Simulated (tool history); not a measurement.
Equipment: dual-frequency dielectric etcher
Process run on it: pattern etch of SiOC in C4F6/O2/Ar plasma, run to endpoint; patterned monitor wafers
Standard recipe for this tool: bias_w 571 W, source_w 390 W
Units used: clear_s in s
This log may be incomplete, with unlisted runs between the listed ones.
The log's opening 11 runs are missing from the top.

| run | hour | bias_w | source_w | incoming incoming film thickness, nm | clear_s |
|---|---|---|---|---|---|
| 12 | 161.2 | 571 | 390 | 26.79 | 9.1 |
| 13 | 177.1 | 571 | 390 | 26.61 | 9.0 |
| 14 | 183.8 | 571 | 330 | 26.60 | 9.4 |
| 15 | 193.1 | 571 | 390 | 26.87 | 9.2 |
| 16 | 209.1 | 571 | 390 | 26.58 | 9.0 |
| 17 | 215.8 | 617 | 390 | 26.58 | 8.9 |
|  | 245.2 | wet clean of the chamber |
| 18 | 245.7 | 571 | 320 | 26.75 | 9.3 |
| 19 | 246.0 | 704 | 350 | 26.76 | 8.7 |
| 20 | 246.3 | 571 | 390 | 26.94 | 8.8 |
| 21 | 248.3 | 571 | 390 | 26.68 | 8.8 |
|  | 252.6 | bias power generator calibrated |
| 22 | 262.4 | 446 | 290 | 26.81 | 9.8 |
| 23 | 268.7 | 571 | 390 | 26.85 | 8.9 |
| 24 | 277.1 | 571 | 390 | 26.53 | 8.8 |
| 25 | 286.0 | 661 | 480 | 26.76 | 8.1 |
| 26 | 296.4 | 571 | 390 | 26.75 | 8.9 |
| 27 | 310.4 | 571 | 390 | 26.52 | 8.8 |
| 28 | 316.7 | 571 | 390 | 26.80 | 8.8 |
| 29 | 328.7 | 653 | 390 | 26.93 | 8.6 |
| 30 | 342.1 | 534 | 390 | 26.89 | 9.1 |
| 31 | 355.6 | 571 | 340 | 26.41 | 9.1 |
| 32 | 369.4 | 636 | 460 | 26.82 | 8.4 |
| 33 | 381.4 | 630 | 480 | 26.93 | 8.4 |
| 34 | 395.5 | 517 | 330 | 26.88 | 9.5 |
| 35 | 409.3 | 691 | 310 | 26.81 | 9.0 |
| 36 | 418.1 | 571 | 300 | 26.90 | 9.6 |

Forecast each of these 4 alternatives for the next run:
| A | 418.5 | 571 | 420 | 26.64 | ? |
| B | 418.5 | 514 | 310 | 26.64 | ? |
| C | 418.5 | 608 | 290 | 26.64 | ? |
| D | 418.5 | 499 | 360 | 26.64 | ? |

| run | clear_s |
|---|---|
| A | 8.8 |
| B | 9.6 |
| C | 9.4 |
| D | 9.3 |
With no hidden state in the tool, these same runs would have given:
| run | clear_s |
|---|---|
| A | 8.6 |
| B | 9.4 |
| C | 9.3 |
| D | 9.2 |
